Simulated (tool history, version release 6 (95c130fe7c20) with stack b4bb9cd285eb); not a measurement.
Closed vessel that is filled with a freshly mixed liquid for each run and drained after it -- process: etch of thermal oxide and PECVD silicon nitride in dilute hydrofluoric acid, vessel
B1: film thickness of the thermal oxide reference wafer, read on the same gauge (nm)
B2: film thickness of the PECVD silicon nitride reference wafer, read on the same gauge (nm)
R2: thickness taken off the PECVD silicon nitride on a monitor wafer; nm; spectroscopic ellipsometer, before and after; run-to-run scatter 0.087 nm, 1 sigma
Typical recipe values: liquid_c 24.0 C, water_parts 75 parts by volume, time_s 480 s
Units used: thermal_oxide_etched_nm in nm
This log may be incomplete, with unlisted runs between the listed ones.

Run 1, hour 0.0: usual settings; B1 79.99; B2 40.01. Result: thermal_oxide_etched_nm 35.92 nm, R2 12.49 nm.
Run 2, hour 24.7: usual settings; B1 79.97; B2 40.02. Result: thermal_oxide_etched_nm 35.91 nm, R2 12.48 nm.
Run 3, hour 58.7: usual settings; B1 80.00; B2 39.98. Result: thermal_oxide_etched_nm 36.47 nm, R2 12.70 nm.
Run 4, hour 100.3: usual settings but liquid_c 20.5 C; B1 80.07; B2 40.01. Result: thermal_oxide_etched_nm 31.26 nm, R2 9.96 nm.
Run 5, hour 122.0: usual settings but liquid_c 20.5 C; B1 80.01; B2 40.00. Result: thermal_oxide_etched_nm 31.07 nm, R2 9.89 nm.
Run 6, hour 148.7: usual settings but liquid_c 20.5 C; B1 79.94; B2 39.96. Result: thermal_oxide_etched_nm 31.08 nm, R2 9.96 nm.
Run 7, hour 170.6: usual settings but time_s 280 s; B1 80.05; B2 40.00. Result: thermal_oxide_etched_nm 21.13 nm, R2 7.41 nm.
Run 8, hour 189.1: usual settings but time_s 280 s; B1 80.01; B2 39.99. Result: thermal_oxide_etched_nm 21.30 nm, R2 7.34 nm.
Run 9, hour 213.0: usual settings but time_s 280 s; B1 79.99; B2 40.01. Result: thermal_oxide_etched_nm 21.44 nm, R2 7.44 nm.
Run 10, hour 243.9: usual settings but water_parts 85 parts by volume; B1 80.01; B2 40.02. Result: thermal_oxide_etched_nm 31.75 nm, R2 11.22 nm.
At hour 244.0: gauge calibrated.
Run 11, hour 269.5: usual settings; B1 79.98; B2 39.99. Result: thermal_oxide_etched_nm 36.58 nm, R2 12.68 nm.
Run 12, hour 300.8: usual settings; B1 79.96; B2 39.97. Result: thermal_oxide_etched_nm 36.69 nm, R2 12.80 nm.
At hour 317.2: thermometer replaced.
Run 13, hour 334.4: usual settings; B1 80.05; B2 40.00. Result: thermal_oxide_etched_nm 36.37 nm, R2 12.80 nm.
Run 14, hour 361.5: usual settings but liquid_c 19.0 C; B1 80.00; B2 40.00. Result: thermal_oxide_etched_nm 29.68 nm, R2 9.08 nm.
Run 15, hour 383.0: usual settings but liquid_c 19.0 C, time_s 370 s; B1 79.94; B2 40.00. Result: thermal_oxide_etched_nm 22.83 nm, R2 7.05 nm.
Run 16, hour 417.0: usual settings but liquid_c 27.0 C, water_parts 40 parts by volume, time_s 635 s; B1 79.99; B2 39.99. Result: thermal_oxide_etched_nm 108.35 nm, R2 38.47 nm.

Run 17 has not been measured yet. What should we expect?
Run 17, hour 434.6: usual settings but water_parts 100 parts by volume; B1 ?; B2 ?. Result: thermal_oxide_etched_nm ?, R2 ?.

B1: 80.04
B2: 39.99
thermal_oxide_etched_nm: 26.70 nm
R2: 9.70 nm
On a tool with no hidden condition, and with the same random variation, this run would have come out at thermal_oxide_etched_nm 23.01 nm, R2 8.50 nm.

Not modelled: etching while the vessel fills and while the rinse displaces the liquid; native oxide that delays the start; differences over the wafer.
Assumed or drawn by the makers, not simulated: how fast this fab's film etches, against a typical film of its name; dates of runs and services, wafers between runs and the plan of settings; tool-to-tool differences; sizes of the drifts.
